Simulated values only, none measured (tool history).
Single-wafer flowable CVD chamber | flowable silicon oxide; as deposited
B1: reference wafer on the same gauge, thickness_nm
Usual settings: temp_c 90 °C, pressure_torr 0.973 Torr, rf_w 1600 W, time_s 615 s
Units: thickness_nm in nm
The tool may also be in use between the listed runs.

Run 1, hour 0: usual settings but pressure_torr 1.085 Torr; B1 537.068. Result: thickness_nm 741.315 nm.
At hour 21.7: thermocouple changed; heater temperature recalibrated.
Run 2, hour 93.4: usual settings; B1 537.051. Result: thickness_nm 668.747 nm.
Run 3, hour 177.2: usual settings; B1 537.315. Result: thickness_nm 670.16 nm.
Run 4, hour 219.3: usual settings but pressure_torr 0.783 Torr; B1 537.282. Result: thickness_nm 535.747 nm.
At hour 264.2: RF generator calibrated.
Run 5, hour 269.4: usual settings but pressure_torr 0.783 Torr; B1 536.926. Result: thickness_nm 536.059 nm.
Run 6, hour 369.3: usual settings but pressure_torr 0.783 Torr; B1 536.959. Result: thickness_nm 538.397 nm.
Run 7, hour 439.8: usual settings; B1 537.165. Result: thickness_nm 665.751 nm.
Run 8, hour 507.9: usual settings but time_s 586 s; B1 537.094. Result: thickness_nm 632.314 nm.
Run 9, hour 559.1: usual settings; B1 537.219. Result: thickness_nm 667.703 nm.
At hour 792.5: capacitance manometer re-zeroed and calibrated.
Run 10, hour 828.4: usual settings; B1 537.318. Result: thickness_nm 668.151 nm.
Run 11, hour 865.1: usual settings; B1 537.305. Result: thickness_nm 666.603 nm.
Run 12, hour 1180.2: usual settings but rf_w 1470 W; B1 537.231. Result: thickness_nm 653.456 nm.
Run 13, hour 1218.9: usual settings but rf_w 1875 W; B1 537.32. Result: thickness_nm 690.747 nm.
Run 14, hour 1324.7: usual settings; B1 537.299. Result: thickness_nm 665.766 nm.
Run 15, hour 1395.3: usual settings but temp_c 77 °C, rf_w 1855 W; B1 537.13. Result: thickness_nm 1052.155 nm.
At hour 1439.2: showerhead replaced.
At hour 1444.1: thermocouple changed; heater temperature recalibrated.
Run 16, hour 1444.6: usual settings but temp_c 77 °C, rf_w 1840 W; B1 536.723. Result: thickness_nm 1052.058 nm.
At hour 1496.1: gauge calibrated.
Run 17, hour 1505.1: usual settings but temp_c 103 °C; B1 536.981. Result: thickness_nm 407.164 nm.
Run 18, hour 1581.4: usual settings but temp_c 75 °C, pressure_torr 1.123 Torr, rf_w 1795 W, time_s 509 s; B1 537.17. Result: thickness_nm 1043.963 nm.
Run 19, hour 1754: usual settings but pressure_torr 1.206 Torr; B1 537.021. Result: thickness_nm 823.58 nm.
At hour 1801.6: RF generator calibrated.
Run 20, hour 1802.7: usual settings but temp_c 82 °C, pressure_torr 0.752 Torr, rf_w 1820 W, time_s 734 s; B1 536.611. Result: thickness_nm 829.746 nm.
Run 21, hour 1855.3: usual settings; B1 537.186. Result: thickness_nm 666.958 nm.
Run 22, hour 1895.3: usual settings but temp_c 100 °C, pressure_torr 1.097 Torr, time_s 556 s; B1 536.694. Result: thickness_nm 462.342 nm.
At hour 1925.4: capacitance manometer re-zeroed and calibrated.
Run 23, hour 1991.7: usual settings but temp_c 77 °C, rf_w 1855 W; B1 537.24. Result: thickness_nm 1049.397 nm.
Run 24, hour 2059.7: usual settings but rf_w 1755 W, time_s 495 s; B1 537.234. Result: thickness_nm 548.187 nm.
Run 25, hour 2137.1: usual settings but time_s 504 s; B1 537.179. Result: thickness_nm 543.866 nm.
Run 26, hour 2211.5: usual settings but temp_c 86 °C, pressure_torr 0.832 Torr, rf_w 1410 W, time_s 648 s; B1 536.975. Result: thickness_nm 667.441 nm.
Run 27, hour 2276.1: usual settings but temp_c 94 °C, pressure_torr 0.857 Torr, rf_w 1705 W, time_s 515 s; B1 536.85. Result: thickness_nm 424.102 nm.
Run 28, hour 2364.5: usual settings but pressure_torr 1.052 Torr; B1 536.903. Result: thickness_nm 723.283 nm.

Forecast each of these 4 alternatives for the next run:
Run A, hour 2365.1: usual settings; B1 ?. Result: thickness_nm ?.
Run B, hour 2365.1: usual settings but pressure_torr 1.145 Torr, rf_w 1350 W; B1 ?. Result: thickness_nm ?.
Run C, hour 2365.1: usual settings but rf_w 1355 W; B1 ?. Result: thickness_nm ?.
Run D, hour 2365.1: usual settings but temp_c 86 °C, pressure_torr 0.753 Torr, time_s 561 s; B1 ?. Result: thickness_nm ?.

run       B1  thickness_nm
  A  536.949       663.343
  B  536.949       747.909
  C  536.949       639.229
  D  536.949       535.382
Without the tool's hidden state the same runs would have given:
run  thickness_nm
  A       663.343
  B       747.909
  C       639.229
  D       535.382

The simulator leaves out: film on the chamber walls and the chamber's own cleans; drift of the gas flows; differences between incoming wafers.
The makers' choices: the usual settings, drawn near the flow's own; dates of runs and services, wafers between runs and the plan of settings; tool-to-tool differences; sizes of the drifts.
